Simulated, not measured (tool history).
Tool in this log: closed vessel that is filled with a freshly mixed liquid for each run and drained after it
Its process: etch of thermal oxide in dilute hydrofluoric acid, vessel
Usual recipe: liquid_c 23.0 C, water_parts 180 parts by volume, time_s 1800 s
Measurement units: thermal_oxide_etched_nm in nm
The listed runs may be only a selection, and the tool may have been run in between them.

run    hour  liquid_c  water_parts  time_s  wafers since the last listed run  hours since the thermometer was replaced  hours since the hydrofluoric acid flow meter was replaced  hours since the gauge calibration  read-back film thickness of the thermal oxide reference wafer, read on the same gauge (nm)  thermal_oxide_etched_nm
  1     0.0      23.0          120    1800                                 0                                    2529.7                                                      522.8                              953.8                                                                                       99.99                    62.01
  2    41.9      23.0          120    1800                              1663                                    2571.6                                                      564.7                              995.7                                                                                       99.99                    61.62
       69.7  -- hydrofluoric acid flow meter replaced
  3    88.2      19.5          110    1800                              1798                                    2617.9                                                       18.5                             1042.0                                                                                       99.99                    59.86
  4   120.1      19.5          110    1800                              1266                                    2649.8                                                       50.4                             1073.9                                                                                       99.98                    58.91
  5   150.5      23.0          180    1800                              1206                                    2680.2                                                       80.8                             1104.3                                                                                      100.00                    38.76
  6   222.5      23.0          180    1800                              2858                                    2752.2                                                      152.8                             1176.3                                                                                      100.00                    38.78
  7   259.1      23.0          155    1800                              1452                                    2788.8                                                      189.4                             1212.9                                                                                      100.01                    46.19
  8   313.1      23.0          220    1800                              2143                                    2842.8                                                      243.4                             1266.9                                                                                       99.98                    30.68
      357.6  -- thermometer replaced
  9   366.5      23.0          220    1800                              2080                                       8.9                                                      296.8                             1320.3                                                                                      100.00                    30.36
 10   420.2      23.0          180    1800                              2131                                      62.6                                                      350.5                             1374.0                                                                                      100.00                    38.95
 11   489.2      23.0          180    1800                              2739                                     131.6                                                      419.5                             1443.0                                                                                      100.01                    38.55
      521.5  -- gauge calibrated
 12   545.4      25.5          180    1800                              2230                                     187.8                                                      475.7                               23.9                                                                                      100.01                    41.95
 13   587.5      23.0           95    1110                              1671                                     229.9                                                      517.8                               66.0                                                                                      100.00                    49.67
 14   637.0      23.0          180    1800                              1964                                     279.4                                                      567.3                              115.5                                                                                      100.01                    38.69
      698.8  -- hydrofluoric acid flow meter replaced
 15   706.8      23.0          180    1800                              2731                                     349.2                                                        8.0                              185.3                                                                                      100.00                    38.96
 16   774.8      23.0          180    1800                              2699                                     417.2                                                       76.0                              253.3                                                                                      100.02                    39.15
 17   835.7      23.0          180    1800                              2417                                     478.1                                                      136.9                              314.2                                                                                      100.02                    38.33
 18   906.9      23.0          220    2215                              2826                                     549.3                                                      208.1                              385.4                                                                                      100.01                    38.10
 19   937.8      27.0          155    1225                              1226                                     580.2                                                      239.0                              416.3                                                                                       99.99                    36.18
 20   977.8      28.0          180    2425                              1587                                     620.2                                                      279.0                              456.3                                                                                       99.99                    63.72
 21  1010.6      23.0          220    1800                              1302                                     653.0                                                      311.8                              489.1                                                                                      100.00                    30.92
 22  1042.2      23.0          180    1800                              1254                                     684.6                                                      343.4                              520.7                                                                                      100.00                    38.83
 23  1085.0      27.5          110    1800                              1698                                     727.4                                                      386.2                              563.5                                                                                       99.99                    81.87
 24  1122.5      23.0          180    2765                              1488                                     764.9                                                      423.7                              601.0                                                                                       99.99                    59.97
 25  1185.3      23.0          180    2425                              2492                                     827.7                                                      486.5                              663.8                                                                                      100.00                    52.38
 26  1227.6      23.0          210    1800                              1679                                     870.0                                                      528.8                              706.1                                                                                       99.99                    32.22
     1295.0  -- hydrofluoric acid flow meter replaced
 27  1298.7      21.0          215    1800                              2782                                     941.1                                                        3.7                              777.2                                                                                      100.01                    29.03
 28  1362.0      28.0          180    2485                              2512                                    1004.4                                                       67.0                              840.5                                                                                      100.00                    64.37
 29  1431.5      25.5          210    2870                              2758                                    1073.9                                                      136.5                              910.0                                                                                      100.01                    56.60
 30  1485.7      23.0          180    1800                              2151                                    1128.1                                                      190.7                              964.2                                                                                      100.01                    38.46
 31  1658.8      23.0          120    1800                              6871                                    1301.2                                                      363.8                             1137.3                                                                                      100.00                    61.94
 32  1720.0      28.0          110    1800                              2429                                    1362.4                                                      425.0                             1198.5                                                                                      100.01                    82.54

Below are 5 alternative next runs, each starting from the tool's condition after run 32. Predict each:
  A  1721.2      23.0          180    1800                                47                                    1363.6                                                      426.2                             1199.7                                                                                           ?                        ?
  B  1721.2      23.0          225    1800                                47                                    1363.6                                                      426.2                             1199.7                                                                                           ?                        ?
  C  1721.2      24.5          100    1800                                47                                    1363.6                                                      426.2                             1199.7                                                                                           ?                        ?
  D  1721.2      27.5          180    1485                                47                                    1363.6                                                      426.2                             1199.7                                                                                           ?                        ?
  E  1721.2      23.0          180    1365                                47                                    1363.6                                                      426.2                             1199.7                                                                                           ?                        ?

run  read-back film thickness of the thermal oxide reference wafer, read on the same gauge (nm)  thermal_oxide_etched_nm
  A                                                                                       99.99                    38.95
  B                                                                                       99.99                    29.73
  C                                                                                       99.99                    81.48
  D                                                                                       99.99                    37.95
  E                                                                                       99.99                    29.54
What these runs would have given with no unlogged condition in the tool:
run  thermal_oxide_etched_nm
  A                    38.95
  B                    29.73
  C                    81.48
  D                    37.95
  E                    29.54
